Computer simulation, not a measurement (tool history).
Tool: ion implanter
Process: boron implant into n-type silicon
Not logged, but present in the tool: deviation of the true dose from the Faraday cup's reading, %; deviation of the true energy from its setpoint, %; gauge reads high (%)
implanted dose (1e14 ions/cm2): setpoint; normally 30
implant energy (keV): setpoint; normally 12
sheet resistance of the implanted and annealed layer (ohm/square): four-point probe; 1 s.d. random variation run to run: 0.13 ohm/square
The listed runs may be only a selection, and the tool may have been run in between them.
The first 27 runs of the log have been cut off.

run,day,implanted dose (1e14 ions/cm2),implant energy (keV),wafers since the last listed run,hours since the last dose calibration,hours since the extraction supply was calibrated,hours since the gauge calibration,"read-back reference wafer on the same gauge, sheet resistance",sheet resistance of the implanted and annealed layer (ohm/square)
28,32.008,21.56,9,649,175.4,495,466.5,82.6,104.66
29,33.525,30,12,894,211.8,531.4,502.9,82.54,84.06
30,34.054,30,12,312,224.5,544.1,515.6,82.59,84.12
31,35.342,35.48,15.5,759,255.4,575,546.5,82.62,70.48
32,36.283,21.08,13.5,555,278,597.6,569.1,82.59,85.07
33,37.471,26.24,10,700,306.5,626.1,597.6,82.63,95.69
34,38.804,24.56,10,786,338.5,658.1,629.6,82.59,96.41
35,40.104,21.57,13.5,767,369.7,689.3,660.8,82.62,84.45
36,41.529,30,12,840,403.9,723.5,695,82.61,83.91

Predict each of these 5 candidate next runs independently; none follows another, all start after run 36:
A,41.546,30,12,9,404.3,723.9,695.4,?,?
B,41.546,25.31,8,9,404.3,723.9,695.4,?,?
C,41.546,33.12,12,9,404.3,723.9,695.4,?,?
D,41.546,25.34,15,9,404.3,723.9,695.4,?,?
E,41.546,27.43,9.5,9,404.3,723.9,695.4,?,?

run,"read-back reference wafer on the same gauge, sheet resistance",sheet resistance of the implanted and annealed layer (ohm/square)
A,82.62,84.05
B,82.62,109.92
C,82.62,82.99
D,82.62,76.68
E,82.62,98.15
The same runs, with their run-to-run variation unchanged, on a tool lacking any hidden condition would have given:
run,sheet resistance of the implanted and annealed layer (ohm/square)
A,84.42
B,110.39
C,83.36
D,76.96
E,98.59
